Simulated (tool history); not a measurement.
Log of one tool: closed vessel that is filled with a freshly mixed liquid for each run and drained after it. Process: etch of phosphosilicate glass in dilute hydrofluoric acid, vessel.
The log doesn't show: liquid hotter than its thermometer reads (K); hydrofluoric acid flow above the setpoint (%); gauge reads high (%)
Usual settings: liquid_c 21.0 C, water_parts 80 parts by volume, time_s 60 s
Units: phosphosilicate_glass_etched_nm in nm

run	day	liquid_c	water_parts	time_s	wafers since the last listed run	hours since the thermometer was replaced	hours since the hydrofluoric acid flow meter was replaced	hours since the gauge calibration	read-back film thickness of the phosphosilicate glass reference wafer, read on the same gauge (nm)	phosphosilicate_glass_etched_nm
1	0.000	21.0	80	60	0	2572.9	1665.2	470.1	116.86	64.68
2	0.638	21.0	80	60	1585	2588.2	1680.5	485.4	116.83	64.07
3	4.471	17.5	80	60	9530	2680.2	1772.5	577.4	116.58	55.10
4	5.483	17.5	80	60	2517	2704.5	1796.8	601.7	116.52	54.49
5	6.692	17.5	80	60	3004	2733.5	1825.8	630.7	116.49	55.66
6	7.492	21.0	80	60	1989	2752.7	1845.0	649.9	116.45	64.62
7	8.396	22.0	80	60	2248	2774.4	1866.7	671.6	116.40	66.81
8	9.788	22.0	80	60	3460	2807.8	1900.1	705.0	116.35	68.04
9	10.533	21.0	80	80	1854	2825.7	1918.0	722.9	116.34	85.99
10	11.925	21.0	80	80	3460	2859.1	1951.4	756.3	116.28	86.48
11	13.200	21.0	80	80	3170	2889.7	1982.0	786.9	116.23	84.23
12	14.629	21.0	80	40	3553	2924.0	2016.3	821.2	116.23	42.71
# day 14.779: thermometer replaced
13	15.246	21.0	80	40	1429	11.2	2031.1	836.0	116.21	42.66
14	15.979	21.0	80	60	1823	28.8	2048.7	853.6	116.18	63.71
# day 16.017: gauge calibrated
# day 16.125: hydrofluoric acid flow meter replaced
15	16.671	25.5	80	60	1616	45.4	13.1	15.7	120.26	79.76
16	17.546	17.0	45	75	2175	66.4	34.1	36.7	119.95	129.42
17	19.725	21.0	80	40	5418	118.7	86.4	89.0	119.34	43.79
18	20.558	17.5	80	60	2071	138.7	106.4	109.0	119.09	56.66
19	21.921	21.0	80	75	3387	171.4	139.1	141.7	118.78	81.88
20	22.612	25.0	50	95	1719	188.0	155.7	158.3	118.64	202.98
21	23.125	17.5	80	60	1274	200.3	168.0	170.6	118.50	56.93
22	24.362	21.0	80	60	3076	230.0	197.7	200.3	118.26	65.16
23	25.404	17.0	115	30	2589	255.0	222.7	225.3	118.08	18.40
24	26.300	21.0	80	60	2227	276.5	244.2	246.8	117.95	64.92
25	27.017	21.0	55	90	1781	293.7	261.4	264.0	117.85	148.37
26	27.858	17.5	45	30	2092	313.9	281.6	284.2	117.70	51.91

The next listed run, before its measurement:
27	28.708	25.5	100	80	2113	334.3	302.0	304.6	?	?

read-back film thickness of the phosphosilicate glass reference wafer, read on the same gauge (nm): 117.61
phosphosilicate_glass_etched_nm: 80.20 nm
Without the tool's hidden state the same run would have given phosphosilicate_glass_etched_nm 81.83 nm.

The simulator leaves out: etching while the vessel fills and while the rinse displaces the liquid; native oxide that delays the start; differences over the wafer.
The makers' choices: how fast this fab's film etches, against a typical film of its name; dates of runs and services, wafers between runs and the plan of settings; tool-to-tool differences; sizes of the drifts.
